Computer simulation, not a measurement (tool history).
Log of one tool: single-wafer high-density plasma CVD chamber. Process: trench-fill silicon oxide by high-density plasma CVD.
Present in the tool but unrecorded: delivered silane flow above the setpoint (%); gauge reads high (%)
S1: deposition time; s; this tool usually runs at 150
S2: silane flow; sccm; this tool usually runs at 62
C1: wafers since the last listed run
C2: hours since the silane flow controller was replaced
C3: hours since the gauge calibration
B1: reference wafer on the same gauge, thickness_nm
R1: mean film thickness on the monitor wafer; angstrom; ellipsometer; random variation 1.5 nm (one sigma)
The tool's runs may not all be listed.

run	hour	S1	S2	C1	C2	C3	B1	R1
1	0	150	54	0	4399.3	62.2	789.221	8948.71
2	16.4	150	62	123	4415.7	78.6	789.033	10253.27
3	28.7	150	62	92	4428	90.9	788.694	10256.8
4	63.3	150	62	260	4462.6	125.5	788.761	10283.28
5	83.2	150	62	149	4482.5	145.4	788.875	10303.05
6	102.3	150	62	143	4501.6	164.5	788.577	10298.28
7	128.5	150	62	197	4527.8	190.7	789.057	10321.58
8	232.5	150	66	782	4631.8	294.7	788.985	11006.11
9	247.8	138	56	115	4647.1	310	788.741	8584.47
# hour 278.7: silane flow controller replaced
10	279.2	139	57	176	0.5	341.4	789.452	8218.15
11	294.5	150	62	115	15.8	356.7	789.008	9655.41
12	322	122	62	206	43.3	384.2	789.447	7855.8
# hour 327.6: gauge calibrated
13	348.9	172	66	202	70.2	21.3	789.106	11802.24
14	380.9	150	62	240	102.2	53.3	789.168	9656.85
15	405.7	178	66	186	127	78.1	788.448	12213.64
16	425.4	179	65	148	146.7	97.8	788.717	12078.92

Take each entry between the runs: how does the hidden state at the last listed run before it differ from the hidden state at the first listed run after it?
Runs 9 to 10: silane flow controller replaced (hour 278.7)
  delivered silane flow above the setpoint (%): 5.31 -> -1.49
  difference, measured minus the result without the unlogged condition, R1: +433.07 -> -123.9 angstrom
Runs 12 to 13: gauge calibrated (hour 327.6)
  the hidden state is the same at both runs
  difference, measured minus the result without the unlogged condition, R1: -118.39 -> -177.76 angstrom

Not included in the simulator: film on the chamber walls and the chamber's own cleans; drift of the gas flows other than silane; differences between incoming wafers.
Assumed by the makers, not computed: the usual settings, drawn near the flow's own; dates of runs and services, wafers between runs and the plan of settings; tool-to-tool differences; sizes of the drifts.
